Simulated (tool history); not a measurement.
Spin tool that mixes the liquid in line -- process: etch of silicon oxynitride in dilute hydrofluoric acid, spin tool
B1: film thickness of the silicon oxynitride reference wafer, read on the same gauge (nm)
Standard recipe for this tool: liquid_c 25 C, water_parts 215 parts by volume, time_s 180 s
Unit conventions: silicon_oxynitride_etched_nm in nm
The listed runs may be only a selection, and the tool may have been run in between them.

{"run": 1, "day": 0.0, "liquid_c": 25, "water_parts": 215, "time_s": 180, "B1": 140.04, "silicon_oxynitride_etched_nm": 4.05}
{"run": 2, "day": 5.129, "liquid_c": 25, "water_parts": 215, "time_s": 180, "B1": 140, "silicon_oxynitride_etched_nm": 3.99}
{"run": 3, "day": 7.621, "liquid_c": 22.5, "water_parts": 215, "time_s": 180, "B1": 140.002, "silicon_oxynitride_etched_nm": 3.671}
{"run": 4, "day": 9.358, "liquid_c": 25, "water_parts": 150, "time_s": 115, "B1": 140.003, "silicon_oxynitride_etched_nm": 3.961}
{"run": 5, "day": 12.062, "liquid_c": 25, "water_parts": 130, "time_s": 95, "B1": 139.986, "silicon_oxynitride_etched_nm": 3.829}
{"run": 6, "day": 14.242, "liquid_c": 25, "water_parts": 130, "time_s": 95, "B1": 139.972, "silicon_oxynitride_etched_nm": 3.841}
{"run": 7, "day": 16.238, "liquid_c": 25, "water_parts": 130, "time_s": 95, "B1": 140.015, "silicon_oxynitride_etched_nm": 3.881}
{"run": 8, "day": 20.008, "liquid_c": 25, "water_parts": 215, "time_s": 180, "B1": 139.99, "silicon_oxynitride_etched_nm": 4.187}
{"run": 9, "day": 21.083, "liquid_c": 25, "water_parts": 215, "time_s": 180, "B1": 139.976, "silicon_oxynitride_etched_nm": 4.194}
{"day": 22.383, "done": "thermometer replaced"}
{"day": 23.221, "done": "gauge calibrated"}
{"run": 10, "day": 23.358, "liquid_c": 25, "water_parts": 215, "time_s": 180, "B1": 140.023, "silicon_oxynitride_etched_nm": 3.861}
{"run": 11, "day": 26.125, "liquid_c": 26.5, "water_parts": 260, "time_s": 95, "B1": 139.969, "silicon_oxynitride_etched_nm": 1.721}
{"run": 12, "day": 28.367, "liquid_c": 25, "water_parts": 305, "time_s": 225, "B1": 140.009, "silicon_oxynitride_etched_nm": 3.199}
{"run": 13, "day": 29.883, "liquid_c": 25, "water_parts": 155, "time_s": 125, "B1": 139.979, "silicon_oxynitride_etched_nm": 3.962}
{"day": 34.183, "done": "hydrofluoric acid flow meter replaced"}
{"run": 14, "day": 37.758, "liquid_c": 28.5, "water_parts": 215, "time_s": 275, "B1": 139.995, "silicon_oxynitride_etched_nm": 7.027}
{"run": 15, "day": 40.362, "liquid_c": 25, "water_parts": 215, "time_s": 180, "B1": 140.024, "silicon_oxynitride_etched_nm": 4.032}
{"run": 16, "day": 41.633, "liquid_c": 28.5, "water_parts": 215, "time_s": 180, "B1": 139.96, "silicon_oxynitride_etched_nm": 4.624}
{"run": 17, "day": 43.625, "liquid_c": 25, "water_parts": 215, "time_s": 210, "B1": 140.003, "silicon_oxynitride_etched_nm": 4.735}
{"run": 18, "day": 45.462, "liquid_c": 27.5, "water_parts": 215, "time_s": 180, "B1": 139.99, "silicon_oxynitride_etched_nm": 4.485}
{"run": 19, "day": 46.538, "liquid_c": 22, "water_parts": 215, "time_s": 250, "B1": 139.967, "silicon_oxynitride_etched_nm": 4.943}
{"run": 20, "day": 47.671, "liquid_c": 25, "water_parts": 215, "time_s": 180, "B1": 140.03, "silicon_oxynitride_etched_nm": 3.992}

5 options for the next run, each taken on its own from the tool as it stands now. Forecast them:
{"run": "A", "day": 47.692, "liquid_c": 25, "water_parts": 215, "time_s": 180, "B1": "?", "silicon_oxynitride_etched_nm": "?"}
{"run": "B", "day": 47.692, "liquid_c": 25, "water_parts": 165, "time_s": 180, "B1": "?", "silicon_oxynitride_etched_nm": "?"}
{"run": "C", "day": 47.692, "liquid_c": 20.5, "water_parts": 275, "time_s": 285, "B1": "?", "silicon_oxynitride_etched_nm": "?"}
{"run": "D", "day": 47.692, "liquid_c": 30, "water_parts": 215, "time_s": 180, "B1": "?", "silicon_oxynitride_etched_nm": "?"}
{"run": "E", "day": 47.692, "liquid_c": 21.5, "water_parts": 305, "time_s": 180, "B1": "?", "silicon_oxynitride_etched_nm": "?"}

run=A B1=139.994 silicon_oxynitride_etched_nm=4.082
run=B B1=139.994 silicon_oxynitride_etched_nm=5.54
run=C B1=139.994 silicon_oxynitride_etched_nm=3.979
run=D B1=139.994 silicon_oxynitride_etched_nm=5.035
run=E B1=139.994 silicon_oxynitride_etched_nm=2.32
Take away the tool's hidden state, keep each run's random variation, and the runs would have read:
run=A silicon_oxynitride_etched_nm=3.836
run=B silicon_oxynitride_etched_nm=5.197
run=C silicon_oxynitride_etched_nm=3.735
run=D silicon_oxynitride_etched_nm=4.747
run=E silicon_oxynitride_etched_nm=2.181
